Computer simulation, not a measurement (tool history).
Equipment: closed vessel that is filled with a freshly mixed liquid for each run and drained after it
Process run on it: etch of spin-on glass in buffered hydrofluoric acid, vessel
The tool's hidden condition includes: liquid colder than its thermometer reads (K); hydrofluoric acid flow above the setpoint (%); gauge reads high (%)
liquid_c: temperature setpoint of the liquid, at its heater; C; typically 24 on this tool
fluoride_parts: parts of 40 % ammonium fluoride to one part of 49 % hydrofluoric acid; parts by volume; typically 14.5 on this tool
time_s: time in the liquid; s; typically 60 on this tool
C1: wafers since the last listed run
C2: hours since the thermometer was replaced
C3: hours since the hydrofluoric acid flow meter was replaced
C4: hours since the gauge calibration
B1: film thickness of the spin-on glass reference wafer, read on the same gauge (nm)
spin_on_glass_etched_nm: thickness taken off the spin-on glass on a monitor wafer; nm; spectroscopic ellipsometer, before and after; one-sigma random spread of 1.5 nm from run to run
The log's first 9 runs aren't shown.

-- day=8.029 thermometer replaced
run 10 day=8.738 | liquid_c=24 fluoride_parts=14.5 time_s=60 | C1=3579 C2=17 C3=693 C4=940.5 | B1=130.01 | spin_on_glass_etched_nm=179.68
run 11 day=10.171 | liquid_c=24 fluoride_parts=14.5 time_s=75 | C1=4077 C2=51.4 C3=727.4 C4=974.9 | B1=130 | spin_on_glass_etched_nm=223.49
run 12 day=10.7 | liquid_c=24 fluoride_parts=14.5 time_s=60 | C1=1505 C2=64.1 C3=740.1 C4=987.6 | B1=130.04 | spin_on_glass_etched_nm=180.63
run 13 day=11.871 | liquid_c=24 fluoride_parts=14.5 time_s=60 | C1=3330 C2=92.2 C3=768.2 C4=1015.7 | B1=129.97 | spin_on_glass_etched_nm=180.48
-- day=12.092 gauge calibrated
run 14 day=13.008 | liquid_c=24 fluoride_parts=14.5 time_s=60 | C1=3236 C2=119.5 C3=795.5 C4=22 | B1=130 | spin_on_glass_etched_nm=184.78
run 15 day=13.558 | liquid_c=24 fluoride_parts=14.5 time_s=60 | C1=1564 C2=132.7 C3=808.7 C4=35.2 | B1=130 | spin_on_glass_etched_nm=181.7
run 16 day=14.833 | liquid_c=22 fluoride_parts=14.5 time_s=60 | C1=3627 C2=163.3 C3=839.3 C4=65.8 | B1=130.01 | spin_on_glass_etched_nm=164.22
run 17 day=17.796 | liquid_c=24 fluoride_parts=11.5 time_s=60 | C1=8428 C2=234.4 C3=910.4 C4=136.9 | B1=130 | spin_on_glass_etched_nm=230.97
run 18 day=18.312 | liquid_c=22 fluoride_parts=10 time_s=60 | C1=1469 C2=246.8 C3=922.8 C4=149.3 | B1=130.01 | spin_on_glass_etched_nm=224.76
run 19 day=18.962 | liquid_c=21 fluoride_parts=14.5 time_s=60 | C1=1849 C2=262.4 C3=938.4 C4=164.9 | B1=130 | spin_on_glass_etched_nm=153.92
run 20 day=20.012 | liquid_c=27.5 fluoride_parts=19.5 time_s=30 | C1=2987 C2=287.6 C3=963.6 C4=190.1 | B1=130.01 | spin_on_glass_etched_nm=82.93
run 21 day=21.267 | liquid_c=26 fluoride_parts=9.5 time_s=30 | C1=3568 C2=317.7 C3=993.7 C4=220.2 | B1=130 | spin_on_glass_etched_nm=148.63
-- day=22.229 hydrofluoric acid flow meter replaced
run 22 day=22.258 | liquid_c=22 fluoride_parts=16.5 time_s=90 | C1=2702 C2=341.5 C3=0.7 C4=244 | B1=129.99 | spin_on_glass_etched_nm=197.29
run 23 day=23.246 | liquid_c=21 fluoride_parts=11 time_s=70 | C1=2809 C2=365.2 C3=24.4 C4=267.7 | B1=130 | spin_on_glass_etched_nm=218.65
run 24 day=23.925 | liquid_c=24 fluoride_parts=20 time_s=60 | C1=1932 C2=381.5 C3=40.7 C4=284 | B1=129.99 | spin_on_glass_etched_nm=121.86
run 25 day=25.288 | liquid_c=21.5 fluoride_parts=14.5 time_s=60 | C1=3876 C2=414.2 C3=73.4 C4=316.7 | B1=129.98 | spin_on_glass_etched_nm=146.61
run 26 day=29.65 | liquid_c=29 fluoride_parts=14.5 time_s=60 | C1=12411 C2=518.9 C3=178.1 C4=421.4 | B1=130 | spin_on_glass_etched_nm=216.98
run 27 day=30.329 | liquid_c=24 fluoride_parts=9 time_s=60 | C1=1932 C2=535.2 C3=194.4 C4=437.7 | B1=130.01 | spin_on_glass_etched_nm=256.96
run 28 day=31.496 | liquid_c=24 fluoride_parts=14.5 time_s=60 | C1=3319 C2=563.2 C3=222.4 C4=465.7 | B1=130 | spin_on_glass_etched_nm=168.72
run 29 day=32.05 | liquid_c=22 fluoride_parts=16.5 time_s=90 | C1=1576 C2=576.5 C3=235.7 C4=479 | B1=130 | spin_on_glass_etched_nm=199.47
run 30 day=33.058 | liquid_c=24 fluoride_parts=20 time_s=80 | C1=2868 C2=600.7 C3=259.9 C4=503.2 | B1=130 | spin_on_glass_etched_nm=164.05
run 31 day=34.167 | liquid_c=20 fluoride_parts=9.5 time_s=60 | C1=3153 C2=627.3 C3=286.5 C4=529.8 | B1=130.01 | spin_on_glass_etched_nm=201.04
run 32 day=35.488 | liquid_c=24 fluoride_parts=14.5 time_s=70 | C1=3757 C2=659 C3=318.2 C4=561.5 | B1=130.02 | spin_on_glass_etched_nm=197.05

5 ways to go on from here, each from the tool as it stands after run 32. What would each give?
run A day=35.517 | liquid_c=24 fluoride_parts=14.5 time_s=30 | C1=82 C2=659.7 C3=318.9 C4=562.2 | B1=? | spin_on_glass_etched_nm=?
run B day=35.517 | liquid_c=28.5 fluoride_parts=20.5 time_s=80 | C1=82 C2=659.7 C3=318.9 C4=562.2 | B1=? | spin_on_glass_etched_nm=?
run C day=35.517 | liquid_c=21.5 fluoride_parts=14.5 time_s=95 | C1=82 C2=659.7 C3=318.9 C4=562.2 | B1=? | spin_on_glass_etched_nm=?
run D day=35.517 | liquid_c=20 fluoride_parts=14.5 time_s=85 | C1=82 C2=659.7 C3=318.9 C4=562.2 | B1=? | spin_on_glass_etched_nm=?
run E day=35.517 | liquid_c=22.5 fluoride_parts=9.5 time_s=80 | C1=82 C2=659.7 C3=318.9 C4=562.2 | B1=? | spin_on_glass_etched_nm=?

run=A B1=130 spin_on_glass_etched_nm=84.19
run=B B1=130 spin_on_glass_etched_nm=203.95
run=C B1=130 spin_on_glass_etched_nm=232.06
run=D B1=130 spin_on_glass_etched_nm=190.82
run=E B1=130 spin_on_glass_etched_nm=303.59
Stripped of hidden state, with their random variation kept, the same runs would have yielded:
run=A spin_on_glass_etched_nm=87.8
run=B spin_on_glass_etched_nm=213.85
run=C spin_on_glass_etched_nm=242.28
run=D spin_on_glass_etched_nm=199.37
run=E spin_on_glass_etched_nm=320.26
